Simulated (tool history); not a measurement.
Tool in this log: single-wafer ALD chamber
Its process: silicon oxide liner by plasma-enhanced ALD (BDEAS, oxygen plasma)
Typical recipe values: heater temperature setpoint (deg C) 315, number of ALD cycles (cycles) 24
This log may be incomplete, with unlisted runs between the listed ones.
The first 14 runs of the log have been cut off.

run	hour	heater temperature setpoint (deg C)	number of ALD cycles (cycles)	read-back reference wafer on the same gauge, thickness_nm	mean film thickness on the monitor wafer (Å)
15	838.4	307	24	2.733	24.57
# hour 849.8: thermocouple changed; heater temperature recalibrated
16	875.5	307	24	2.736	24.48
17	920.5	315	24	2.737	24.08
18	970.9	308	23	2.738	23.45
# hour 1002.3: gauge calibrated
19	1038.0	315	24	2.679	23.68
20	1078.9	315	24	2.678	23.71
21	1114.5	322	20	2.682	19.54
22	1149.7	325	29	2.684	28.17
23	1219.2	320	26	2.685	25.45
24	1254.6	315	24	2.687	23.84
25	1290.9	310	22	2.690	21.88
26	1347.3	321	21	2.694	20.64
27	1376.2	315	24	2.692	23.80
28	1442.9	303	26	2.697	26.12
29	1487.4	305	19	2.696	19.15
30	1543.5	307	20	2.697	20.13
31	1573.5	315	24	2.702	23.90
32	1598.0	315	24	2.703	23.87
33	1636.0	303	21	2.704	21.25
34	1686.2	303	28	2.705	28.35
35	1753.9	309	19	2.709	19.09
36	1786.1	304	28	2.712	28.36
37	1838.8	328	27	2.713	26.66
38	1864.0	309	21	2.714	21.14

Here are 5 independent what-if runs from the current tool condition. What would each one return?
A	1864.4	315	21	?	?
B	1864.4	302	27	?	?
C	1864.4	301	24	?	?
D	1864.4	315	28	?	?
E	1864.4	326	21	?	?

run	read-back reference wafer on the same gauge, thickness_nm	mean film thickness on the monitor wafer (Å)
A	2.713	21.06
B	2.713	27.52
C	2.713	24.49
D	2.713	28.08
E	2.713	20.77
With the hidden condition removed and each run's random variation left untouched, the same runs would have given:
run	mean film thickness on the monitor wafer (Å)
A	20.80
B	27.18
C	24.19
D	27.73
E	20.51

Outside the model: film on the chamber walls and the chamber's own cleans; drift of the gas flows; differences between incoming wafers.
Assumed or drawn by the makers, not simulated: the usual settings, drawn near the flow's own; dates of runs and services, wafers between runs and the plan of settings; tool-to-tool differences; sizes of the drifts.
